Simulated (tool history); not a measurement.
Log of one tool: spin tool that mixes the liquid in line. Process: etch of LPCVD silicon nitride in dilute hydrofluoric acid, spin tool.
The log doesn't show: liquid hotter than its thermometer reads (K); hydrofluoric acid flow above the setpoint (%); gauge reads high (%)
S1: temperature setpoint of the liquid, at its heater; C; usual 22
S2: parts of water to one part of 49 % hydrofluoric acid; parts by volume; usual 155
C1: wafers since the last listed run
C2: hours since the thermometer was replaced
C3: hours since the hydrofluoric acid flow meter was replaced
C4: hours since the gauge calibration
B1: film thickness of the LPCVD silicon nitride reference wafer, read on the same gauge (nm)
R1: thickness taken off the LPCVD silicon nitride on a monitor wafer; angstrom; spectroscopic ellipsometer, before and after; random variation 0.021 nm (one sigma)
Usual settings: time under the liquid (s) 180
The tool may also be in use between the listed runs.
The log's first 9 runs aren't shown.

run 10 hour=192 | S1=25.5 S2=175 time_under_the_liquid_(s)=180 | C1=63 C2=2824.4 C3=552.2 C4=331.6 | B1=59.962 | R1=6.75
run 11 hour=224.1 | S1=25.5 S2=175 time_under_the_liquid_(s)=180 | C1=168 C2=2856.5 C3=584.3 C4=363.7 | B1=60.021 | R1=6.36
run 12 hour=249.9 | S1=22 S2=95 time_under_the_liquid_(s)=150 | C1=135 C2=2882.3 C3=610.1 C4=389.5 | B1=60.004 | R1=7.75
-- hour=252.5 hydrofluoric acid flow meter replaced
-- hour=257.8 gauge calibrated
run 13 hour=276.9 | S1=22 S2=95 time_under_the_liquid_(s)=150 | C1=136 C2=2909.3 C3=24.4 C4=19.1 | B1=60.005 | R1=7.57
run 14 hour=310.3 | S1=22 S2=155 time_under_the_liquid_(s)=180 | C1=175 C2=2942.7 C3=57.8 C4=52.5 | B1=59.964 | R1=5.91
run 15 hour=324.7 | S1=22 S2=155 time_under_the_liquid_(s)=180 | C1=75 C2=2957.1 C3=72.2 C4=66.9 | B1=59.989 | R1=5.84
-- hour=331.5 thermometer replaced
run 16 hour=346.5 | S1=22 S2=155 time_under_the_liquid_(s)=180 | C1=109 C2=15 C3=94 C4=88.7 | B1=60.027 | R1=5.76
run 17 hour=363 | S1=22 S2=190 time_under_the_liquid_(s)=115 | C1=86 C2=31.5 C3=110.5 C4=105.2 | B1=59.972 | R1=2.91
run 18 hour=375.4 | S1=20 S2=115 time_under_the_liquid_(s)=180 | C1=65 C2=43.9 C3=122.9 C4=117.6 | B1=60.019 | R1=6.8
run 19 hour=402 | S1=24.5 S2=155 time_under_the_liquid_(s)=100 | C1=139 C2=70.5 C3=149.5 C4=144.2 | B1=60.037 | R1=3.95
run 20 hour=430.9 | S1=22 S2=155 time_under_the_liquid_(s)=70 | C1=151 C2=99.4 C3=178.4 C4=173.1 | B1=59.989 | R1=2.32
run 21 hour=458.6 | S1=22 S2=155 time_under_the_liquid_(s)=180 | C1=145 C2=127.1 C3=206.1 C4=200.8 | B1=60.008 | R1=5.69
run 22 hour=471.5 | S1=19 S2=195 time_under_the_liquid_(s)=180 | C1=67 C2=140 C3=219 C4=213.7 | B1=59.997 | R1=3.91
run 23 hour=493.1 | S1=22 S2=190 time_under_the_liquid_(s)=220 | C1=113 C2=161.6 C3=240.6 C4=235.3 | B1=59.997 | R1=5.64
run 24 hour=513.6 | S1=25.5 S2=175 time_under_the_liquid_(s)=150 | C1=107 C2=182.1 C3=261.1 C4=255.8 | B1=59.94 | R1=5.18
run 25 hour=526.1 | S1=22 S2=155 time_under_the_liquid_(s)=135 | C1=65 C2=194.6 C3=273.6 C4=268.3 | B1=59.969 | R1=4.31
run 26 hour=538.8 | S1=24.5 S2=155 time_under_the_liquid_(s)=180 | C1=66 C2=207.3 C3=286.3 C4=281 | B1=59.969 | R1=6.51
run 27 hour=573 | S1=25.5 S2=90 time_under_the_liquid_(s)=250 | C1=179 C2=241.5 C3=320.5 C4=315.2 | B1=60.006 | R1=17.14
run 28 hour=586.6 | S1=18 S2=125 time_under_the_liquid_(s)=290 | C1=71 C2=255.1 C3=334.1 C4=328.8 | B1=59.972 | R1=9.18
run 29 hour=608.3 | S1=22 S2=155 time_under_the_liquid_(s)=125 | C1=114 C2=276.8 C3=355.8 C4=350.5 | B1=60.026 | R1=3.83
run 30 hour=631.2 | S1=20.5 S2=155 time_under_the_liquid_(s)=180 | C1=120 C2=299.7 C3=378.7 C4=373.4 | B1=60.017 | R1=5.61
-- hour=646.8 gauge calibrated
run 31 hour=656.9 | S1=22 S2=95 time_under_the_liquid_(s)=180 | C1=135 C2=325.4 C3=404.4 C4=10.1 | B1=59.987 | R1=8.95

5 ways to go on from here, each from the tool as it stands after run 31. What would each give?
run A hour=657.4 | S1=22 S2=155 time_under_the_liquid_(s)=180 | C1=2 C2=325.9 C3=404.9 C4=10.6 | B1=? | R1=?
run B hour=657.4 | S1=22 S2=200 time_under_the_liquid_(s)=180 | C1=2 C2=325.9 C3=404.9 C4=10.6 | B1=? | R1=?
run C hour=657.4 | S1=22 S2=80 time_under_the_liquid_(s)=215 | C1=2 C2=325.9 C3=404.9 C4=10.6 | B1=? | R1=?
run D hour=657.4 | S1=18 S2=205 time_under_the_liquid_(s)=120 | C1=2 C2=325.9 C3=404.9 C4=10.6 | B1=? | R1=?
run E hour=657.4 | S1=19 S2=220 time_under_the_liquid_(s)=290 | C1=2 C2=325.9 C3=404.9 C4=10.6 | B1=? | R1=?

run=A B1=60.039 R1=5.85
run=B B1=60.039 R1=4.56
run=C B1=60.039 R1=13.38
run=D B1=60.039 R1=2.28
run=E B1=60.039 R1=5.51
Without the tool's hidden state the same runs would have given:
run=A R1=5.85
run=B R1=4.56
run=C R1=13.38
run=D R1=2.28
run=E R1=5.51
